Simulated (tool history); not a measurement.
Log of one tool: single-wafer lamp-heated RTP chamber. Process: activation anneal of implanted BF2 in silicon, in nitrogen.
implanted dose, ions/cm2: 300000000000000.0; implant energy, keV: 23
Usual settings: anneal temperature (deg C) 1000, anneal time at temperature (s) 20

run	hour	anneal temperature (deg C)	anneal time at temperature (s)	wafers since the last listed run	wafers since the last pyrometer calibration	wafers since the reflector plate was cleaned	hours since the gauge calibration	read-back reference wafer on the same gauge, sheet resistance	sheet resistance of the implanted and annealed layer (ohm/square)
1	0.0	1000	20	0	4686	4920	366.4	427.21	392.91
2	12.6	1000	20	217	4903	5138	379.0	427.47	394.22
3	21.2	1000	25	148	5052	5286	387.6	427.27	393.36
4	29.4	984	13	141	5194	5428	395.8	427.30	400.48
5	38.3	1000	20	153	5348	5582	404.7	427.22	393.06
6	45.9	1000	20	131	5479	5714	412.3	427.02	394.10
7	53.5	1000	20	131	5611	5845	419.9	426.90	393.87
8	64.2	1000	20	185	5796	6030	430.6	427.00	393.20
9	70.9	1000	20	115	5912	6146	437.3	426.93	392.81
10	87.4	1000	20	285	6197	6431	453.8	426.52	394.50
11	134.0	1000	20	806	7003	7237	500.4	426.57	392.53
12	142.7	1000	20	150	7154	7388	509.1	426.51	393.05
13	172.1	1000	20	508	7662	7896	538.5	426.17	392.43
14	185.2	1000	20	226	7889	8123	551.6	425.94	393.32
15	197.5	1000	20	212	8102	8336	563.9	426.09	392.44
# hour 211.7: pyrometer window cleaned and pyrometer calibrated
# hour 212.1: gauge calibrated
16	212.2	1000	20	115	8	8452	0.1	429.42	396.43
17	221.8	990	29	166	174	8618	9.7	429.23	395.29
18	235.7	1021	31	240	414	8858	23.6	429.43	390.73
19	251.0	1020	20	264	679	9123	38.9	428.84	393.19
20	261.5	1025	28	181	861	9304	49.4	428.87	390.68
21	273.2	1000	20	202	1063	9507	61.1	429.05	394.75
# hour 297.9: reflector plate cleaned
22	298.7	1000	30	302	1366	13	86.6	428.69	392.71
23	316.1	984	20	300	1667	314	104.0	428.90	399.54
24	329.5	1008	20	231	1898	546	117.4	428.91	394.77
25	337.6	1000	20	140	2039	686	125.5	428.48	396.30
26	352.6	974	26	259	2298	945	140.5	428.62	403.35
27	364.6	1000	16	207	2506	1153	152.5	428.59	395.93
28	400.9	1028	17	627	3133	1781	188.8	427.83	393.70
29	417.7	1017	26	290	3424	2071	205.6	428.07	391.09
30	432.1	1000	20	249	3673	2321	220.0	427.79	394.27
31	463.4	1029	14	541	4215	2862	251.3	427.76	394.54
32	479.6	989	32	280	4495	3142	267.5	427.61	394.92
33	487.9	1000	20	143	4638	3286	275.8	427.48	394.28
34	496.0	1000	20	140	4778	3426	283.9	427.55	393.67
35	503.5	988	20	129	4908	3556	291.4	427.77	395.83
36	517.2	1011	32	236	5145	3792	305.1	427.27	390.06

Hidden state at the last listed run before each entry between runs and at the first one after, where it differs:
Between runs 15 and 16: pyrometer window cleaned and pyrometer calibrated (hour 211.7); gauge calibrated (hour 212.1)
  gauge reads high (%): -0.894 -> -0.134
  measured less the result without the state, sheet resistance of the implanted and annealed layer (ohm/square): -3.54 -> -0.54
Between runs 21 and 22: reflector plate cleaned (hour 297.9)
  gauge reads high (%): -0.226 -> -0.264
  measured less the result without the state, sheet resistance of the implanted and annealed layer (ohm/square): -0.89 -> -1.04
